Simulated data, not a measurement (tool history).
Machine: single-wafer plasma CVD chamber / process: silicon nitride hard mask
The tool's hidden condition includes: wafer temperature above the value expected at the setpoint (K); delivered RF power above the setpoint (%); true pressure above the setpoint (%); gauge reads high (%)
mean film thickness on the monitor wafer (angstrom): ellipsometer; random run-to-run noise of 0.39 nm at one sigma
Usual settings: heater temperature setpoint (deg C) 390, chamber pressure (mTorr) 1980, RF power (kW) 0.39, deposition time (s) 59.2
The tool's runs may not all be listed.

| run | day | heater temperature setpoint (deg C) | chamber pressure (mTorr) | RF power (kW) | deposition time (s) | wafers since the last listed run | hours since the last thermocouple change | hours since the last RF generator calibration | hours since the last manometer calibration | hours since the showerhead was replaced | hours since the gauge calibration | read-back reference wafer on the same gauge, thickness_nm | mean film thickness on the monitor wafer (angstrom) |
|---|---|---|---|---|---|---|---|---|---|---|---|---|---|
| 1 | 0 | 394 | 1980 | 0.39 | 59.2 | 0 | 552 | 774.1 | 1977.5 | 3018.3 | 233.1 | 94.36 | 816.37 |
| 2 | 3 | 394 | 1980 | 0.39 | 59.2 | 868 | 624 | 846.1 | 2049.5 | 3090.3 | 305.1 | 94.243 | 813.23 |
| 3 | 5.196 | 394 | 1980 | 0.39 | 59.2 | 635 | 676.7 | 898.8 | 2102.2 | 3143 | 357.8 | 94.337 | 813.16 |
| 4 | 7.55 | 390 | 1980 | 0.39 | 68.1 | 681 | 733.2 | 955.3 | 2158.7 | 3199.5 | 414.3 | 94.294 | 935.58 |
| 5 | 9.717 | 390 | 1980 | 0.42 | 59.2 | 627 | 785.2 | 1007.3 | 2210.7 | 3251.5 | 466.3 | 94.275 | 837.93 |
| 6 | 14.108 | 393 | 1980 | 0.39 | 59.2 | 1271 | 890.6 | 1112.7 | 2316.1 | 3356.9 | 571.7 | 94.245 | 813.87 |
| 7 | 17.375 | 390 | 1980 | 0.39 | 59.2 | 945 | 969 | 1191.1 | 2394.5 | 3435.3 | 650.1 | 94.292 | 817.08 |
|  | 18.558 | showerhead replaced |
| 8 | 21.138 | 390 | 2180 | 0.39 | 59.2 | 992 | 1059.3 | 1281.4 | 2484.8 | 61.9 | 740.4 | 94.333 | 842.5 |
|  | 23.971 | thermocouple changed; heater temperature recalibrated |
| 9 | 24.275 | 390 | 2190 | 0.39 | 59.2 | 811 | 7.3 | 1356.7 | 2560.1 | 137.2 | 815.7 | 94.264 | 841.32 |
|  | 25.004 | capacitance manometer re-zeroed and calibrated |
| 10 | 26.3 | 390 | 2190 | 0.39 | 59.2 | 489 | 55.9 | 1405.3 | 31.1 | 185.8 | 864.3 | 94.36 | 844.02 |
|  | 27.388 | RF generator calibrated |
| 11 | 28.358 | 390 | 1980 | 0.355 | 59.2 | 499 | 105.3 | 23.3 | 80.5 | 235.2 | 913.7 | 94.306 | 768.97 |
| 12 | 32.242 | 390 | 1980 | 0.39 | 59.2 | 1124 | 198.5 | 116.5 | 173.7 | 328.4 | 1006.9 | 94.231 | 794.7 |
| 13 | 35.1 | 390 | 1980 | 0.39 | 59.2 | 827 | 267.1 | 185.1 | 242.3 | 397 | 1075.5 | 94.269 | 796.91 |
|  | 37.012 | gauge calibrated |
|  | 38.288 | RF generator calibrated, repeated, since the last time left the tool worse |
| 14 | 38.308 | 390 | 1980 | 0.39 | 66.1 | 832 | 344.1 | 0.5 | 319.3 | 474 | 31.1 | 94.412 | 922.96 |
| 15 | 42.679 | 381 | 1980 | 0.39 | 59.2 | 1265 | 449 | 105.4 | 424.2 | 578.9 | 136 | 94.39 | 832.56 |
| 16 | 44.629 | 390 | 2260 | 0.39 | 59.2 | 564 | 495.8 | 152.2 | 471 | 625.7 | 182.8 | 94.264 | 877.18 |
| 17 | 47.062 | 390 | 1980 | 0.39 | 59.2 | 704 | 554.2 | 210.6 | 529.4 | 684.1 | 241.2 | 94.172 | 823.24 |
| 18 | 49.392 | 390 | 2310 | 0.39 | 59.2 | 674 | 610.1 | 266.5 | 585.3 | 740 | 297.1 | 94.321 | 882.72 |
| 19 | 51.142 | 390 | 2260 | 0.39 | 59.2 | 506 | 652.1 | 308.5 | 627.3 | 782 | 339.1 | 94.286 | 867.11 |
| 20 | 52.792 | 378 | 1980 | 0.34 | 48.6 | 477 | 691.7 | 348.1 | 666.9 | 821.6 | 378.7 | 94.395 | 641.58 |

Difference, measured minus no-hidden-state, one row per run. Run-to-run variation is common to both terms; the gauge's own scatter need not be:
| run | mean film thickness on the monitor wafer (angstrom) |
|---|---|
| 1 | -12.74 |
| 2 | -13.78 |
| 3 | -14.57 |
| 4 | -17.74 |
| 5 | -15.47 |
| 6 | -17.82 |
| 7 | -19.08 |
| 8 | -21.12 |
| 9 | -22.28 |
| 10 | -23.13 |
| 11 | -32.1 |
| 12 | -34.64 |
| 13 | -35.81 |
| 14 | -2.2 |
| 15 | -3.54 |
| 16 | -4.47 |
| 17 | -5.06 |
| 18 | -6.31 |
| 19 | -6.86 |
| 20 | -5.53 |

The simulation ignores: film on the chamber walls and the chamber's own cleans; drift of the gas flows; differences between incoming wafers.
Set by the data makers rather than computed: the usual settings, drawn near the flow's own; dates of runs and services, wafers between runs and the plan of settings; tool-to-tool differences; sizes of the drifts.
